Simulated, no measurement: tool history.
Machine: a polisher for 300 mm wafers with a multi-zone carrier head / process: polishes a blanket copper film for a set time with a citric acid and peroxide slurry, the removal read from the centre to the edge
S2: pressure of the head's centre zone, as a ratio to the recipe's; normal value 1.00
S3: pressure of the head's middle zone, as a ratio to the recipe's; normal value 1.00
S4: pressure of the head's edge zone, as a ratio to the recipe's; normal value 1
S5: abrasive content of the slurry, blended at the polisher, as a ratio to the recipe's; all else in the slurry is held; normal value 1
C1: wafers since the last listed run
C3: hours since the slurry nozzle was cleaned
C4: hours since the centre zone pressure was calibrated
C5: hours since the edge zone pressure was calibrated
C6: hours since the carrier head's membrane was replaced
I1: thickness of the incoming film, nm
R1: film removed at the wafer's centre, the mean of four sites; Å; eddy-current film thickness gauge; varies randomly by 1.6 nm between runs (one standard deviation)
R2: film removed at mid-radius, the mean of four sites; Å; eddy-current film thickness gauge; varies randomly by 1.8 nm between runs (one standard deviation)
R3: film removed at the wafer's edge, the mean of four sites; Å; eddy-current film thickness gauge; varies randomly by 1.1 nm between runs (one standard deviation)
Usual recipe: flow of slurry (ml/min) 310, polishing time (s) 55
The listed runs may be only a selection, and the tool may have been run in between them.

{"run": 1, "hour": 0.0, "flow of slurry (ml/min)": 310, "S2": 1.0, "S3": 1.0, "S4": 1, "S5": 1, "polishing time (s)": 55, "C1": 0, "wafers polished on this pad": 311, "C3": 206.7, "C4": 1270.1, "C5": 327.4, "C6": 295.0, "I1": 855.0, "R1": 1329, "R2": 1376, "R3": 1357}
{"hour": 71.7, "done": "worn pad replaced by a new one"}
{"run": 2, "hour": 107.6, "flow of slurry (ml/min)": 310, "S2": 1.0, "S3": 1.0, "S4": 1, "S5": 1, "polishing time (s)": 55, "C1": 1027, "wafers polished on this pad": 356, "C3": 314.3, "C4": 1377.7, "C5": 435.0, "C6": 402.6, "I1": 851.0, "R1": 1321, "R2": 1370, "R3": 1345}
{"run": 3, "hour": 132.5, "flow of slurry (ml/min)": 310, "S2": 1.0, "S3": 1.0, "S4": 1, "S5": 1, "polishing time (s)": 55, "C1": 246, "wafers polished on this pad": 603, "C3": 339.2, "C4": 1402.6, "C5": 459.9, "C6": 427.5, "I1": 851.9, "R1": 1265, "R2": 1318, "R3": 1313}
{"run": 4, "hour": 148.5, "flow of slurry (ml/min)": 310, "S2": 1.0, "S3": 1.0, "S4": 1, "S5": 1, "polishing time (s)": 55, "C1": 158, "wafers polished on this pad": 761, "C3": 355.2, "C4": 1418.6, "C5": 475.9, "C6": 443.5, "I1": 841.4, "R1": 1287, "R2": 1326, "R3": 1295}
{"hour": 182.1, "done": "worn pad replaced by a new one"}
{"run": 5, "hour": 182.6, "flow of slurry (ml/min)": 310, "S2": 1.0, "S3": 1.0, "S4": 1, "S5": 1, "polishing time (s)": 55, "C1": 298, "wafers polished on this pad": 4, "C3": 389.3, "C4": 1452.7, "C5": 510.0, "C6": 477.6, "I1": 857.2, "R1": 1429, "R2": 1451, "R3": 1473}
{"run": 6, "hour": 214.7, "flow of slurry (ml/min)": 310, "S2": 1.0, "S3": 1.0, "S4": 1, "S5": 1, "polishing time (s)": 55, "C1": 318, "wafers polished on this pad": 323, "C3": 421.4, "C4": 1484.8, "C5": 542.1, "C6": 509.7, "I1": 858.7, "R1": 1325, "R2": 1388, "R3": 1358}
{"run": 7, "hour": 233.2, "flow of slurry (ml/min)": 310, "S2": 1.0, "S3": 1.0, "S4": 1, "S5": 1, "polishing time (s)": 61, "C1": 183, "wafers polished on this pad": 506, "C3": 439.9, "C4": 1503.3, "C5": 560.6, "C6": 528.2, "I1": 849.8, "R1": 1458, "R2": 1503, "R3": 1484}
{"hour": 253.6, "done": "centre zone pressure recalibrated"}
{"hour": 284.1, "done": "worn pad replaced by a new one, of another model than before"}
{"hour": 305.9, "done": "edge zone pressure recalibrated"}
{"run": 8, "hour": 331.6, "flow of slurry (ml/min)": 310, "S2": 1.0, "S3": 1.0, "S4": 1, "S5": 1, "polishing time (s)": 61, "C1": 896, "wafers polished on this pad": 450, "C3": 538.3, "C4": 78.0, "C5": 25.7, "C6": 626.6, "I1": 862.0, "R1": 1477, "R2": 1487, "R3": 1488}
{"run": 9, "hour": 355.5, "flow of slurry (ml/min)": 310, "S2": 0.91, "S3": 1.0, "S4": 1, "S5": 1, "polishing time (s)": 55, "C1": 236, "wafers polished on this pad": 687, "C3": 562.2, "C4": 101.9, "C5": 49.6, "C6": 650.5, "I1": 849.5, "R1": 1224, "R2": 1314, "R3": 1303}
{"hour": 391.0, "done": "worn pad replaced by a new one"}
{"run": 10, "hour": 391.5, "flow of slurry (ml/min)": 310, "S2": 0.91, "S3": 1.07, "S4": 1, "S5": 1, "polishing time (s)": 55, "C1": 317, "wafers polished on this pad": 4, "C3": 598.2, "C4": 137.9, "C5": 85.6, "C6": 686.5, "I1": 847.4, "R1": 1307, "R2": 1586, "R3": 1473}
{"hour": 397.3, "done": "slurry nozzle cleaned"}
{"run": 11, "hour": 406.2, "flow of slurry (ml/min)": 375, "S2": 0.91, "S3": 0.95, "S4": 1, "S5": 1, "polishing time (s)": 55, "C1": 135, "wafers polished on this pad": 140, "C3": 8.9, "C4": 152.6, "C5": 100.3, "C6": 701.2, "I1": 852.9, "R1": 1289, "R2": 1363, "R3": 1422}
{"hour": 434.2, "done": "carrier head's membrane replaced by a new one"}
{"run": 12, "hour": 434.7, "flow of slurry (ml/min)": 310, "S2": 1.03, "S3": 0.93, "S4": 1, "S5": 1, "polishing time (s)": 55, "C1": 232, "wafers polished on this pad": 373, "C3": 37.4, "C4": 181.1, "C5": 128.8, "C6": 0.5, "I1": 842.6, "R1": 1389, "R2": 1309, "R3": 1356}

Run 13 comes next. What will it give?
{"run": 13, "hour": 463.6, "flow of slurry (ml/min)": 310, "S2": 1.0, "S3": 0.94, "S4": 1, "S5": 1, "polishing time (s)": 61, "C1": 286, "wafers polished on this pad": 660, "C3": 66.3, "C4": 210.0, "C5": 157.7, "C6": 29.4, "I1": 864.9, "R1": "?", "R2": "?", "R3": "?"}

Logged for run 13: R1 1446 Å, R2 1407 Å, R3 1483 Å.
Without the tool's hidden state the same run would have given R1 1623 Å, R2 1580 Å, R3 1665 Å.
